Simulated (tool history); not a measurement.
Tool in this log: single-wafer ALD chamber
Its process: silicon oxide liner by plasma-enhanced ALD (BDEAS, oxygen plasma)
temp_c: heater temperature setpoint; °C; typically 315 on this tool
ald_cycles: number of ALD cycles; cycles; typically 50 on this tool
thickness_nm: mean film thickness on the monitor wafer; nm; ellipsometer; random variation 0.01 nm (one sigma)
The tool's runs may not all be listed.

run,day,temp_c,ald_cycles,"read-back reference wafer on the same gauge, thickness_nm",thickness_nm
1,0.000,315,58,3.696,4.894
2,1.362,315,58,3.698,4.861
3,2.667,315,58,3.701,4.884
4,3.233,315,50,3.703,4.218
5,4.454,315,50,3.706,4.208
6,5.262,315,50,3.709,4.197
7,6.729,315,50,3.716,4.207
8,7.338,315,50,3.713,4.204
9,8.046,315,50,3.716,4.213
10,8.829,315,50,3.717,4.246
11,9.492,315,50,3.721,4.249
12,10.058,315,50,3.722,4.245
13,11.042,315,42,3.725,3.546
14,12.371,315,50,3.725,4.237
15,13.433,315,50,3.733,4.232
16,13.979,315,50,3.731,4.222
17,14.846,325,50,3.734,4.174
18,15.983,315,57,3.735,4.854
19,16.600,315,55,3.737,4.674
20,17.988,315,55,3.739,4.698
21,19.362,315,50,3.746,4.259
22,20.850,302,56,3.748,4.884
23,22.233,315,50,3.750,4.282
24,25.450,305,55,3.756,4.793
# day 26.700: thermocouple changed; heater temperature recalibrated
25,26.788,303,47,3.764,4.116
26,27.646,323,44,3.766,3.714
27,29.025,315,46,3.771,3.941
28,29.579,315,50,3.770,4.286
29,30.242,315,57,3.774,4.900
30,30.771,310,47,3.771,4.066
# day 31.221: gauge calibrated
31,32.133,315,50,3.693,4.189
32,33.300,306,54,3.697,4.614
33,34.092,315,44,3.697,3.706
34,35.508,315,57,3.704,4.797
35,36.971,309,47,3.707,3.981
36,37.962,301,56,3.710,4.838
37,39.246,326,50,3.711,4.151
38,40.521,315,53,3.716,4.477
39,42.408,322,58,3.721,4.847
40,43.017,308,50,3.722,4.272
41,43.996,315,50,3.723,4.244

For each run, what was the tool's unlogged condition?
wafer temperature above the value expected at the setpoint (K): 0, the same for each run
H1: gauge reads high (%)
run,H1
1,0.161
2,0.253
3,0.342
4,0.38
5,0.463
6,0.517
7,0.617
8,0.658
9,0.706
10,0.759
11,0.804
12,0.842
13,0.908
14,0.998
15,1.07
16,1.11
17,1.17
18,1.24
19,1.28
20,1.38
21,1.47
22,1.57
23,1.67
24,1.88
25,1.97
26,2.03
27,2.13
28,2.16
29,2.21
30,2.24
31,0.0942
32,0.173
33,0.227
34,0.323
35,0.422
36,0.489
37,0.576
38,0.662
39,0.79
40,0.831
41,0.897
